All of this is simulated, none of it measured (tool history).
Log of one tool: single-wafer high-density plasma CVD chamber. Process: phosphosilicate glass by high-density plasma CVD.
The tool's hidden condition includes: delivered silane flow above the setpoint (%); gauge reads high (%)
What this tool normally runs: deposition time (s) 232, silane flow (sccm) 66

run	hour	deposition time (s)	silane flow (sccm)	wafers since the last listed run	hours since the silane flow controller was replaced	hours since the gauge calibration	read-back reference wafer on the same gauge, thickness_nm	mean film thickness on the monitor wafer (angstrom)
1	0.0	232	66	0	4997.6	33.9	1588.735	16121.71
2	13.9	232	66	114	5011.5	47.8	1592.134	16104.86
3	32.2	232	63	150	5029.8	66.1	1589.787	15387.38
4	60.8	232	63	235	5058.4	94.7	1590.614	15467.31
5	73.6	232	66	105	5071.2	107.5	1588.127	16139.10
6	172.7	232	66	816	5170.3	206.6	1588.564	16207.23
7	189.6	232	66	139	5187.2	223.5	1590.588	16119.68
# hour 203.3: gauge calibrated
8	209.5	232	77	164	5207.1	6.2	1589.964	18839.59
# hour 223.9: silane flow controller replaced
9	232.9	271	59	126	9.0	29.6	1590.561	16914.32
10	251.8	208	70	155	27.9	48.5	1590.253	15376.69
11	265.5	248	73	112	41.6	62.2	1589.664	18988.47
12	293.1	232	56	227	69.2	89.8	1589.645	13677.74
13	314.2	205	62	173	90.3	110.9	1589.555	13363.61
14	344.0	232	66	245	120.1	140.7	1589.240	16100.01

4 options for the next run, each taken on its own from the tool as it stands now. Forecast them:
A	344.5	274	66	4	120.6	141.2	?	?
B	344.5	232	53	4	120.6	141.2	?	?
C	344.5	269	66	4	120.6	141.2	?	?
D	344.5	274	74	4	120.6	141.2	?	?

run	read-back reference wafer on the same gauge, thickness_nm	mean film thickness on the monitor wafer (angstrom)
A	1591.921	19064.64
B	1591.921	12962.78
C	1591.921	18716.75
D	1591.921	21375.51
With no hidden state in the tool, these same runs would have given:
run	mean film thickness on the monitor wafer (angstrom)
A	19064.64
B	12962.78
C	18716.75
D	21375.51
